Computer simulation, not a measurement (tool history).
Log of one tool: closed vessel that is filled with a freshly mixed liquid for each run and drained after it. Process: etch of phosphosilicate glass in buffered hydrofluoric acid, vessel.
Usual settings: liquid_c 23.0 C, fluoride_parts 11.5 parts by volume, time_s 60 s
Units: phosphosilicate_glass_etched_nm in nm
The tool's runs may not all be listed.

| run | hour | liquid_c | fluoride_parts | time_s | wafers since the last listed run | hours since the thermometer was replaced | hours since the hydrofluoric acid flow meter was replaced | hours since the gauge calibration | read-back film thickness of the phosphosilicate glass reference wafer, read on the same gauge (nm) | phosphosilicate_glass_etched_nm |
|---|---|---|---|---|---|---|---|---|---|---|
| 1 | 0.0 | 26.0 | 11.5 | 60 | 0 | 148.7 | 619.7 | 1006.7 | 90.00 | 339.43 |
| 2 | 34.7 | 23.0 | 11.5 | 60 | 4595 | 183.4 | 654.4 | 1041.4 | 90.01 | 287.00 |
| 3 | 99.4 | 23.0 | 11.5 | 60 | 8568 | 248.1 | 719.1 | 1106.1 | 89.99 | 287.45 |
| 4 | 165.6 | 23.0 | 11.5 | 60 | 8767 | 314.3 | 785.3 | 1172.3 | 90.01 | 286.26 |
| 5 | 205.7 | 23.0 | 11.5 | 60 | 5310 | 354.4 | 825.4 | 1212.4 | 90.01 | 286.49 |
| 6 | 276.5 | 23.0 | 11.5 | 60 | 9376 | 425.2 | 896.2 | 1283.2 | 90.00 | 289.77 |
| 7 | 312.9 | 23.0 | 11.5 | 60 | 4820 | 461.6 | 932.6 | 1319.6 | 90.02 | 287.27 |
| 8 | 363.7 | 23.0 | 11.5 | 60 | 6727 | 512.4 | 983.4 | 1370.4 | 90.00 | 285.29 |
| 9 | 411.0 | 21.0 | 11.5 | 60 | 6264 | 559.7 | 1030.7 | 1417.7 | 89.99 | 258.38 |
| 10 | 465.1 | 23.0 | 11.5 | 60 | 7164 | 613.8 | 1084.8 | 1471.8 | 90.00 | 288.06 |
| 11 | 517.9 | 23.0 | 11.5 | 60 | 6992 | 666.6 | 1137.6 | 1524.6 | 90.00 | 289.43 |
|  | 527.1 | thermometer replaced |
| 12 | 559.5 | 23.0 | 11.5 | 60 | 5376 | 32.4 | 1179.2 | 1566.2 | 90.01 | 288.41 |
|  | 591.7 | gauge calibrated |
| 13 | 630.4 | 23.0 | 11.5 | 60 | 9389 | 103.3 | 1250.1 | 38.7 | 90.01 | 291.07 |
|  | 643.2 | hydrofluoric acid flow meter replaced |
| 14 | 700.6 | 21.5 | 9.5 | 60 | 9164 | 173.5 | 57.4 | 108.9 | 89.99 | 303.31 |
| 15 | 737.2 | 27.0 | 9.5 | 60 | 4847 | 210.1 | 94.0 | 145.5 | 89.99 | 407.75 |
| 16 | 803.5 | 23.0 | 11.5 | 60 | 8780 | 276.4 | 160.3 | 211.8 | 90.00 | 276.42 |
| 17 | 867.0 | 19.0 | 15.0 | 90 | 8409 | 339.9 | 223.8 | 275.3 | 90.01 | 257.67 |
| 18 | 914.7 | 23.0 | 11.5 | 60 | 6317 | 387.6 | 271.5 | 323.0 | 90.00 | 281.23 |
| 19 | 984.7 | 23.0 | 11.5 | 30 | 9270 | 457.6 | 341.5 | 393.0 | 90.00 | 139.84 |
| 20 | 1025.0 | 21.0 | 15.0 | 30 | 5337 | 497.9 | 381.8 | 433.3 | 90.00 | 97.91 |
| 21 | 1064.0 | 26.0 | 11.5 | 60 | 5164 | 536.9 | 420.8 | 472.3 | 90.00 | 329.95 |
| 22 | 1117.2 | 18.5 | 9.0 | 40 | 7045 | 590.1 | 474.0 | 525.5 | 90.00 | 179.33 |
| 23 | 1148.1 | 23.0 | 11.5 | 60 | 4092 | 621.0 | 504.9 | 556.4 | 90.01 | 282.50 |
| 24 | 1209.1 | 23.0 | 11.5 | 60 | 8078 | 682.0 | 565.9 | 617.4 | 90.02 | 281.41 |
|  | 1213.7 | thermometer replaced |
| 25 | 1279.4 | 23.0 | 11.5 | 60 | 9177 | 65.7 | 636.2 | 687.7 | 89.99 | 284.62 |
| 26 | 1316.4 | 21.5 | 11.5 | 30 | 4900 | 102.7 | 673.2 | 724.7 | 90.01 | 130.62 |
| 27 | 1379.2 | 20.0 | 11.5 | 60 | 8316 | 165.5 | 736.0 | 787.5 | 90.01 | 240.60 |
| 28 | 1409.5 | 27.5 | 15.5 | 45 | 4012 | 195.8 | 766.3 | 817.8 | 89.98 | 201.98 |
| 29 | 1439.0 | 23.0 | 11.5 | 60 | 3906 | 225.3 | 795.8 | 847.3 | 90.01 | 282.78 |
| 30 | 1477.5 | 23.0 | 11.5 | 60 | 5098 | 263.8 | 834.3 | 885.8 | 89.98 | 284.69 |
| 31 | 1536.4 | 19.0 | 11.5 | 35 | 7800 | 322.7 | 893.2 | 944.7 | 90.01 | 133.07 |

Measured less the same run without the tool's hidden state. The same run-to-run variation is in both; the gauge's scatter may not be:
The hidden state here: liquid colder than its thermometer reads (K); hydrofluoric acid flow above the setpoint (%); gauge reads high (%).
| run | phosphosilicate_glass_etched_nm |
|---|---|
| 1 | +9.42 |
| 2 | +8.24 |
| 3 | +8.73 |
| 4 | +9.18 |
| 5 | +9.49 |
| 6 | +10.11 |
| 7 | +10.29 |
| 8 | +10.58 |
| 9 | +9.90 |
| 10 | +11.45 |
| 11 | +11.86 |
| 12 | +12.15 |
| 13 | +12.75 |
| 14 | +0.91 |
| 15 | +1.48 |
| 16 | +2.04 |
| 17 | +2.36 |
| 18 | +2.94 |
| 19 | +1.73 |
| 20 | +1.32 |
| 21 | +4.76 |
| 22 | +3.16 |
| 23 | +4.70 |
| 24 | +5.14 |
| 25 | +5.73 |
| 26 | +2.75 |
| 27 | +5.48 |
| 28 | +4.79 |
| 29 | +6.86 |
| 30 | +7.20 |
| 31 | +3.57 |

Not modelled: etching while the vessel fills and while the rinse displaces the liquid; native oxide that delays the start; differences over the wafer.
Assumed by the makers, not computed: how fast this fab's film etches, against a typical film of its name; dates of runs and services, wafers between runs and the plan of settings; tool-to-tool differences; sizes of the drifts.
